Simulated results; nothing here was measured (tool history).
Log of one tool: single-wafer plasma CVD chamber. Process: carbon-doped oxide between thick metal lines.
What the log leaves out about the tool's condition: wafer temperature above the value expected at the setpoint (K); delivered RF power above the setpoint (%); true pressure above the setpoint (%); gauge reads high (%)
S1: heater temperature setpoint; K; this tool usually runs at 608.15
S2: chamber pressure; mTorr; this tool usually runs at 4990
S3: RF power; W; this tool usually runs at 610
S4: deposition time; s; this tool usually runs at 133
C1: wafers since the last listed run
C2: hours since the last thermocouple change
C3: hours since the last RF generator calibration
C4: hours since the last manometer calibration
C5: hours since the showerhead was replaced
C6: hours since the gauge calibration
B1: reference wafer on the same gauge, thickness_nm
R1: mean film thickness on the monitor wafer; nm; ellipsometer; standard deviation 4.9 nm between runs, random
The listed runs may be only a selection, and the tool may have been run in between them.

run 1 day=0 | S1=608.15 S2=5890 S3=610 S4=133 | C1=0 C2=2127 C3=1953.4 C4=69.6 C5=2445.2 C6=215.3 | B1=824.511 | R1=895.218
run 2 day=1.054 | S1=608.15 S2=4990 S3=610 S4=133 | C1=227 C2=2152.3 C3=1978.7 C4=94.9 C5=2470.5 C6=240.6 | B1=823.047 | R1=876.482
run 3 day=2.125 | S1=608.15 S2=4990 S3=610 S4=133 | C1=231 C2=2178 C3=2004.4 C4=120.6 C5=2496.2 C6=266.3 | B1=825.881 | R1=879.424
run 4 day=4.117 | S1=608.15 S2=4990 S3=610 S4=133 | C1=430 C2=2225.8 C3=2052.2 C4=168.4 C5=2544 C6=314.1 | B1=825.498 | R1=883.963
-- day=4.958 RF generator calibrated
run 5 day=6.412 | S1=608.15 S2=4990 S3=610 S4=133 | C1=424 C2=2280.9 C3=34.9 C4=223.5 C5=2599.1 C6=369.2 | B1=829.281 | R1=878.333
run 6 day=8.95 | S1=593.15 S2=5990 S3=655 S4=148 | C1=548 C2=2341.8 C3=95.8 C4=284.4 C5=2660 C6=430.1 | B1=827.328 | R1=1127.591
run 7 day=10.2 | S1=608.15 S2=4580 S3=610 S4=133 | C1=270 C2=2371.8 C3=125.8 C4=314.4 C5=2690 C6=460.1 | B1=830.399 | R1=874.391
run 8 day=12.708 | S1=608.15 S2=5670 S3=610 S4=133 | C1=542 C2=2432 C3=186 C4=374.6 C5=2750.2 C6=520.3 | B1=833.181 | R1=898.201
-- day=13.138 thermocouple changed; heater temperature recalibrated
run 9 day=15.625 | S1=619.15 S2=4990 S3=490 S4=133 | C1=558 C2=59.7 C3=256 C4=444.6 C5=2820.2 C6=590.3 | B1=833.686 | R1=718.309
run 10 day=18.583 | S1=608.15 S2=5890 S3=610 S4=133 | C1=639 C2=130.7 C3=327 C4=515.6 C5=2891.2 C6=661.3 | B1=834.409 | R1=901.945
run 11 day=21.062 | S1=608.15 S2=4990 S3=610 S4=133 | C1=535 C2=190.2 C3=386.5 C4=575.1 C5=2950.7 C6=720.8 | B1=837.596 | R1=896.152
run 12 day=23.279 | S1=603.15 S2=5830 S3=520 S4=120 | C1=479 C2=243.4 C3=439.7 C4=628.3 C5=3003.9 C6=774 | B1=839.291 | R1=722.868
run 13 day=24.483 | S1=604.15 S2=4430 S3=520 S4=122 | C1=260 C2=272.3 C3=468.6 C4=657.2 C5=3032.8 C6=802.9 | B1=838.565 | R1=708.613
run 14 day=25.829 | S1=608.15 S2=3830 S3=610 S4=133 | C1=290 C2=304.6 C3=500.9 C4=689.5 C5=3065.1 C6=835.2 | B1=837.724 | R1=856.028
run 15 day=28.379 | S1=619.15 S2=4990 S3=490 S4=133 | C1=551 C2=365.8 C3=562.1 C4=750.7 C5=3126.3 C6=896.4 | B1=838.596 | R1=717.926
-- day=33.554 showerhead replaced
run 16 day=33.575 | S1=608.15 S2=4990 S3=610 S4=133 | C1=1050 C2=490.5 C3=686.8 C4=875.4 C5=0.5 C6=1021.1 | B1=842.365 | R1=894.195
-- day=34.546 capacitance manometer re-zeroed and calibrated
run 17 day=35.117 | S1=608.15 S2=4990 S3=645 S4=120 | C1=261 C2=527.5 C3=723.8 C4=13.7 C5=37.5 C6=1058.1 | B1=839.387 | R1=846.316
run 18 day=37.075 | S1=595.15 S2=4580 S3=500 S4=133 | C1=423 C2=574.5 C3=770.8 C4=60.7 C5=84.5 C6=1105.1 | B1=837.75 | R1=773.596
run 19 day=38.483 | S1=619.15 S2=5360 S3=575 S4=121 | C1=304 C2=608.3 C3=804.6 C4=94.5 C5=118.3 C6=1138.9 | B1=839.936 | R1=763.988
run 20 day=39.779 | S1=594.15 S2=4040 S3=610 S4=133 | C1=280 C2=639.4 C3=835.7 C4=125.6 C5=149.4 C6=1170 | B1=841.338 | R1=900.439
run 21 day=41.854 | S1=608.15 S2=4990 S3=610 S4=133 | C1=448 C2=689.2 C3=885.5 C4=175.4 C5=199.2 C6=1219.8 | B1=842.059 | R1=887.618

Run 22 has not been measured yet. What should we expect?
-- day=42.875 gauge calibrated
run 22 day=44.525 | S1=608.15 S2=4990 S3=610 S4=133 | C1=577 C2=753.3 C3=949.6 C4=239.5 C5=263.3 C6=39.6 | B1=? | R1=?

B1: 812.364
R1: 870.903 nm
The same run, on a tool lacking any hidden state, would have yielded R1 865.401 nm.
